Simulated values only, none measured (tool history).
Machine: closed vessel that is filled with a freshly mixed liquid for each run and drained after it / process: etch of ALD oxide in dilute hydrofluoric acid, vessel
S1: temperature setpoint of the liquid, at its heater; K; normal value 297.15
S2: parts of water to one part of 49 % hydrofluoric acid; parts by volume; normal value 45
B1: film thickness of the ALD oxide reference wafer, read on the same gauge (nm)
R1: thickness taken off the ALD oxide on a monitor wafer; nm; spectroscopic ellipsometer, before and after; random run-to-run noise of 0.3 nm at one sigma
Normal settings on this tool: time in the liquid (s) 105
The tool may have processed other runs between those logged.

{"run": 1, "day": 0.0, "S1": 297.15, "S2": 45, "time in the liquid (s)": 105, "B1": 119.99, "R1": 45.66}
{"run": 2, "day": 3.958, "S1": 297.15, "S2": 45, "time in the liquid (s)": 105, "B1": 120, "R1": 46.23}
{"run": 3, "day": 7.517, "S1": 298.65, "S2": 45, "time in the liquid (s)": 105, "B1": 120, "R1": 48.91}
{"run": 4, "day": 10.046, "S1": 298.65, "S2": 45, "time in the liquid (s)": 105, "B1": 119.99, "R1": 49.32}
{"run": 5, "day": 14.508, "S1": 298.65, "S2": 45, "time in the liquid (s)": 105, "B1": 120.02, "R1": 48.97}
{"run": 6, "day": 17.504, "S1": 297.15, "S2": 45, "time in the liquid (s)": 105, "B1": 119.99, "R1": 46.24}
{"run": 7, "day": 20.712, "S1": 297.15, "S2": 45, "time in the liquid (s)": 105, "B1": 119.98, "R1": 46.93}
{"run": 8, "day": 24.917, "S1": 297.15, "S2": 45, "time in the liquid (s)": 105, "B1": 120.01, "R1": 46.82}
{"run": 9, "day": 28.892, "S1": 294.15, "S2": 45, "time in the liquid (s)": 105, "B1": 120, "R1": 41.57}
{"day": 30.742, "done": "gauge calibrated"}
{"run": 10, "day": 30.821, "S1": 294.15, "S2": 45, "time in the liquid (s)": 105, "B1": 120, "R1": 41.62}
{"run": 11, "day": 34.125, "S1": 294.15, "S2": 45, "time in the liquid (s)": 105, "B1": 120.01, "R1": 41.93}
{"run": 12, "day": 38.538, "S1": 297.15, "S2": 45, "time in the liquid (s)": 105, "B1": 120, "R1": 47.37}
{"run": 13, "day": 40.158, "S1": 297.15, "S2": 45, "time in the liquid (s)": 135, "B1": 120, "R1": 60.9}
{"run": 14, "day": 44.288, "S1": 293.15, "S2": 45, "time in the liquid (s)": 105, "B1": 120.01, "R1": 40.87}
{"day": 49.354, "done": "thermometer replaced"}
{"run": 15, "day": 51.425, "S1": 297.15, "S2": 45, "time in the liquid (s)": 105, "B1": 120, "R1": 45.5}
{"run": 16, "day": 54.712, "S1": 295.65, "S2": 55, "time in the liquid (s)": 105, "B1": 119.99, "R1": 34.14}
{"run": 17, "day": 57.358, "S1": 293.65, "S2": 25, "time in the liquid (s)": 165, "B1": 119.99, "R1": 114.32}
{"run": 18, "day": 59.558, "S1": 293.65, "S2": 45, "time in the liquid (s)": 105, "B1": 120, "R1": 38.9}
{"day": 60.575, "done": "hydrofluoric acid flow meter replaced"}
{"run": 19, "day": 61.238, "S1": 295.65, "S2": 55, "time in the liquid (s)": 105, "B1": 120.01, "R1": 33.91}
{"run": 20, "day": 65.104, "S1": 301.65, "S2": 50, "time in the liquid (s)": 65, "B1": 120.02, "R1": 29.12}
{"run": 21, "day": 66.754, "S1": 297.15, "S2": 45, "time in the liquid (s)": 105, "B1": 120, "R1": 44.66}
{"run": 22, "day": 70.0, "S1": 297.15, "S2": 45, "time in the liquid (s)": 150, "B1": 120.02, "R1": 64.1}
{"run": 23, "day": 71.833, "S1": 297.15, "S2": 45, "time in the liquid (s)": 65, "B1": 120.01, "R1": 27.57}
{"run": 24, "day": 74.979, "S1": 297.15, "S2": 65, "time in the liquid (s)": 50, "B1": 120.01, "R1": 14.31}
{"run": 25, "day": 78.571, "S1": 295.65, "S2": 55, "time in the liquid (s)": 105, "B1": 120, "R1": 34.24}
{"run": 26, "day": 80.462, "S1": 297.15, "S2": 45, "time in the liquid (s)": 105, "B1": 120.01, "R1": 44.97}
{"run": 27, "day": 84.338, "S1": 294.65, "S2": 45, "time in the liquid (s)": 140, "B1": 119.99, "R1": 54.12}
{"run": 28, "day": 88.546, "S1": 301.15, "S2": 60, "time in the liquid (s)": 105, "B1": 120, "R1": 38.95}
{"run": 29, "day": 90.75, "S1": 294.65, "S2": 45, "time in the liquid (s)": 105, "B1": 120, "R1": 40.87}
{"run": 30, "day": 93.2, "S1": 297.15, "S2": 40, "time in the liquid (s)": 105, "B1": 119.99, "R1": 51.64}
{"run": 31, "day": 96.454, "S1": 297.15, "S2": 45, "time in the liquid (s)": 145, "B1": 120.02, "R1": 62.78}
{"run": 32, "day": 98.046, "S1": 300.15, "S2": 40, "time in the liquid (s)": 125, "B1": 120.01, "R1": 69.96}
{"run": 33, "day": 102.488, "S1": 295.65, "S2": 45, "time in the liquid (s)": 105, "B1": 119.99, "R1": 43.02}

Hidden state, per run?
gauge reads high (%): 0 at every run
H1: liquid hotter than its thermometer reads (K)
H2: hydrofluoric acid flow above the setpoint (%)
run=1 H1=0.732 H2=1.66
run=2 H1=0.792 H2=1.8
run=3 H1=0.845 H2=1.92
run=4 H1=0.884 H2=2.01
run=5 H1=0.951 H2=2.17
run=6 H1=0.997 H2=2.27
run=7 H1=1.05 H2=2.38
run=8 H1=1.11 H2=2.53
run=9 H1=1.17 H2=2.67
run=10 H1=1.2 H2=2.74
run=11 H1=1.25 H2=2.85
run=12 H1=1.32 H2=3.01
run=13 H1=1.34 H2=3.06
run=14 H1=1.4 H2=3.21
run=15 H1=0.0816 H2=3.46
run=16 H1=0.131 H2=3.57
run=17 H1=0.171 H2=3.66
run=18 H1=0.205 H2=3.74
run=19 H1=0.23 H2=0.302
run=20 H1=0.289 H2=0.437
run=21 H1=0.314 H2=0.495
run=22 H1=0.363 H2=0.608
run=23 H1=0.391 H2=0.672
run=24 H1=0.438 H2=0.782
run=25 H1=0.493 H2=0.907
run=26 H1=0.521 H2=0.973
run=27 H1=0.58 H2=1.11
run=28 H1=0.644 H2=1.26
run=29 H1=0.677 H2=1.33
run=30 H1=0.714 H2=1.42
run=31 H1=0.763 H2=1.53
run=32 H1=0.787 H2=1.59
run=33 H1=0.855 H2=1.74

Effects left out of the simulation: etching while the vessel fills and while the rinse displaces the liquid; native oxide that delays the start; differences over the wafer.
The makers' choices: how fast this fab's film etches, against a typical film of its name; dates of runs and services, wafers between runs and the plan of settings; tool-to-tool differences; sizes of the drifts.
